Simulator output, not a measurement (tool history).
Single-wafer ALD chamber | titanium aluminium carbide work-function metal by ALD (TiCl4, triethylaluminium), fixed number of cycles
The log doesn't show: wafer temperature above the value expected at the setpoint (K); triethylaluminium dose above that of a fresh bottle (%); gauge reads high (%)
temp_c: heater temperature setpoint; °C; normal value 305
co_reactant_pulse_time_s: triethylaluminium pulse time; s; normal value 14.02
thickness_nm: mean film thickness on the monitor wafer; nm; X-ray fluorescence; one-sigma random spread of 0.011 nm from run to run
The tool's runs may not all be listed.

| run | day | temp_c | co_reactant_pulse_time_s | wafers since the last listed run | hours since the last thermocouple change | hours since the last triethylaluminium bottle change | hours since the showerhead was replaced | hours since the gauge calibration | read-back reference wafer on the same gauge, thickness_nm | thickness_nm |
|---|---|---|---|---|---|---|---|---|---|---|
| 1 | 0 | 295 | 15.3 | 0 | 504.3 | 319.7 | 3659 | 241.7 | 1.994 | 2.125 |
| 2 | 4.338 | 295 | 15.3 | 1072 | 608.4 | 423.8 | 3763.1 | 345.8 | 1.988 | 2.129 |
| 3 | 12.192 | 295 | 15.3 | 1942 | 796.9 | 612.3 | 3951.6 | 534.3 | 1.987 | 2.138 |
| 4 | 15.725 | 305 | 14.02 | 873 | 881.7 | 697.1 | 4036.4 | 619.1 | 1.99 | 2.257 |
| 5 | 22.292 | 305 | 14.02 | 1623 | 1039.3 | 854.7 | 4194 | 776.7 | 1.991 | 2.231 |
|  | 25.754 | triethylaluminium bottle replaced |
| 6 | 26.446 | 295 | 14.02 | 944 | 1139 | 16.6 | 4293.7 | 876.4 | 1.994 | 2.143 |
| 7 | 29.279 | 295 | 14.02 | 700 | 1207 | 84.6 | 4361.7 | 944.4 | 1.984 | 2.127 |
| 8 | 32.612 | 295 | 14.02 | 824 | 1287 | 164.6 | 4441.7 | 1024.4 | 1.988 | 2.116 |
| 9 | 34.942 | 305 | 14.02 | 575 | 1342.9 | 220.5 | 4497.6 | 1080.3 | 1.989 | 2.244 |
| 10 | 39.421 | 305 | 14.02 | 1107 | 1450.4 | 328 | 4605.1 | 1187.8 | 1.992 | 2.241 |
| 11 | 42.412 | 305 | 14.02 | 739 | 1522.2 | 399.8 | 4676.9 | 1259.6 | 1.988 | 2.241 |
| 12 | 45.475 | 305 | 14.02 | 757 | 1595.7 | 473.3 | 4750.4 | 1333.1 | 1.991 | 2.228 |
|  | 47.6 | showerhead replaced |
| 13 | 47.921 | 305 | 14.02 | 522 | 1654.4 | 532 | 7.7 | 1391.8 | 1.991 | 2.243 |
| 14 | 50.288 | 305 | 14.02 | 585 | 1711.2 | 588.8 | 64.5 | 1448.6 | 1.991 | 2.241 |
| 15 | 53.129 | 305 | 14.02 | 702 | 1779.4 | 657 | 132.7 | 1516.8 | 1.991 | 2.245 |
|  | 60.188 | thermocouple changed; heater temperature recalibrated |
|  | 64.708 | triethylaluminium bottle replaced |
| 16 | 64.729 | 305 | 12.3 | 2703 | 109 | 0.5 | 411.1 | 1795.2 | 1.987 | 2.216 |
| 17 | 67.642 | 305 | 12.3 | 720 | 178.9 | 70.4 | 481 | 1865.1 | 1.994 | 2.23 |
|  | 75.625 | gauge calibrated |
| 18 | 75.992 | 298 | 9.44 | 2064 | 379.3 | 270.8 | 681.4 | 8.8 | 1.99 | 2.13 |
| 19 | 79.521 | 305 | 14.02 | 872 | 464 | 355.5 | 766.1 | 93.5 | 1.991 | 2.236 |
| 20 | 82.362 | 305 | 14.02 | 702 | 532.2 | 423.7 | 834.3 | 161.7 | 1.99 | 2.245 |
| 21 | 84.942 | 305 | 11.53 | 637 | 594.1 | 485.6 | 896.2 | 223.6 | 1.992 | 2.221 |
| 22 | 86.838 | 295 | 15.9 | 468 | 639.6 | 531.1 | 941.7 | 269.1 | 1.991 | 2.146 |
| 23 | 88.438 | 293 | 16.44 | 395 | 678 | 569.5 | 980.1 | 307.5 | 1.988 | 2.117 |
|  | 100.1 | triethylaluminium bottle replaced |
| 24 | 100.121 | 301 | 14.02 | 2806 | 958.4 | 0.5 | 1260.5 | 587.9 | 1.99 | 2.192 |
| 25 | 101.758 | 317 | 11.13 | 404 | 997.7 | 39.8 | 1299.8 | 627.2 | 1.989 | 2.355 |
| 26 | 105.204 | 296 | 18.72 | 852 | 1080.4 | 122.5 | 1382.5 | 709.9 | 1.987 | 2.148 |
| 27 | 108.488 | 305 | 14.02 | 811 | 1159.2 | 201.3 | 1461.3 | 788.7 | 1.987 | 2.244 |
| 28 | 111.821 | 298 | 11.89 | 824 | 1239.2 | 281.3 | 1541.3 | 868.7 | 1.992 | 2.149 |
| 29 | 113.55 | 320 | 12.61 | 427 | 1280.7 | 322.8 | 1582.8 | 910.2 | 1.99 | 2.405 |
| 30 | 116.6 | 305 | 17.73 | 754 | 1353.9 | 396 | 1656 | 983.4 | 1.992 | 2.246 |
| 31 | 119.008 | 319 | 16.86 | 595 | 1411.7 | 453.8 | 1713.8 | 1041.2 | 1.992 | 2.383 |
| 32 | 121.392 | 318 | 17.49 | 589 | 1468.9 | 511 | 1771 | 1098.4 | 1.984 | 2.39 |
| 33 | 124.712 | 305 | 14.02 | 821 | 1548.6 | 590.7 | 1850.7 | 1178.1 | 1.993 | 2.245 |
|  | 126.392 | thermocouple changed; heater temperature recalibrated |
| 34 | 128.858 | 293 | 8.92 | 942 | 59.2 | 690.2 | 1950.2 | 1277.6 | 1.99 | 2.066 |

List, for all runs, the conditions of the tool that the log does not record:
wafer temperature above the value expected at the setpoint (K): 0 at every run
triethylaluminium dose above that of a fresh bottle (%): 0 at every run
gauge reads high (%): 0 at every run
